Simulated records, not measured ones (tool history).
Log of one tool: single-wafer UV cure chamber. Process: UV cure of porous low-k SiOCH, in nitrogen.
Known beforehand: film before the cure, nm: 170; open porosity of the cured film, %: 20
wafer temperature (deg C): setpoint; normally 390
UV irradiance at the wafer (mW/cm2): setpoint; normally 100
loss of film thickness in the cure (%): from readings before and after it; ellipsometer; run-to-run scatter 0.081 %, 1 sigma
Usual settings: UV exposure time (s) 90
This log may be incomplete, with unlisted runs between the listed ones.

run	hour	wafer temperature (deg C)	UV exposure time (s)	UV irradiance at the wafer (mW/cm2)	wafers since the last listed run	hours since the UV bulbs were replaced	wafers since the quartz window was cleaned	loss of film thickness in the cure (%)
1	0.0	401	90	100	0	483.0	217	7.923
2	65.5	401	90	100	275	548.5	493	7.876
3	134.1	401	90	100	288	617.1	781	7.911
4	196.1	390	90	100	261	679.1	1042	7.579
5	255.4	390	90	100	249	738.4	1292	7.607
6	324.8	390	90	100	292	807.8	1584	7.690
7	366.4	390	90	100	175	849.4	1760	7.482
8	405.5	390	90	100	164	888.5	1924	7.550
9	456.2	390	90	100	213	939.2	2138	7.433
10	489.8	390	90	100	141	972.8	2279	7.358
11	542.9	390	90	100	223	1025.9	2503	7.365
12	595.4	390	90	100	221	1078.4	2724	7.065
# hour 645.7: quartz window cleaned
13	652.5	390	90	100	206	1135.5	28	7.509
14	718.6	390	55	100	278	1201.6	307	5.585
15	767.4	390	55	100	205	1250.4	512	5.512
16	921.5	390	55	116	648	1404.5	1161	6.046
17	982.8	390	55	100	258	1465.8	1419	5.463
18	1021.4	397	120	100	162	1504.4	1581	8.372
19	1054.4	407	50	84	138	1537.4	1720	4.620
20	1095.9	382	45	85	174	1578.9	1895	3.949
21	1161.8	377	90	116	277	1644.8	2173	7.368
22	1299.3	390	90	100	578	1782.3	2752	6.847
# hour 1334.0: UV bulbs replaced
23	1339.7	390	75	67	136	5.7	2888	5.273
24	1387.8	370	75	113	202	53.8	3090	6.793
25	1432.1	375	60	77	186	98.1	3277	4.767
26	1480.8	390	90	140	205	146.8	3482	8.618
# hour 1491.4: quartz window cleaned
27	1538.9	370	40	100	210	204.9	199	4.443
28	1589.3	401	90	100	212	255.3	412	7.735
29	1657.2	390	105	100	285	323.2	697	8.273
30	1720.2	390	90	100	265	386.2	963	7.766
31	1783.7	375	110	100	267	449.7	1230	8.268

5 ways to go on from here, each from the tool as it stands after run 31. What would each give?
A	1784.2	380	90	100	2	450.2	1232	?
B	1784.2	398	65	78	2	450.2	1232	?
C	1784.2	396	45	100	2	450.2	1232	?
D	1784.2	400	90	100	2	450.2	1232	?
E	1784.2	380	65	100	2	450.2	1232	?

run	loss of film thickness in the cure (%)
A	7.619
B	5.685
C	5.230
D	7.939
E	6.345
With no hidden state in the tool, these same runs would have given:
run	loss of film thickness in the cure (%)
A	7.789
B	5.840
C	5.379
D	8.110
E	6.506

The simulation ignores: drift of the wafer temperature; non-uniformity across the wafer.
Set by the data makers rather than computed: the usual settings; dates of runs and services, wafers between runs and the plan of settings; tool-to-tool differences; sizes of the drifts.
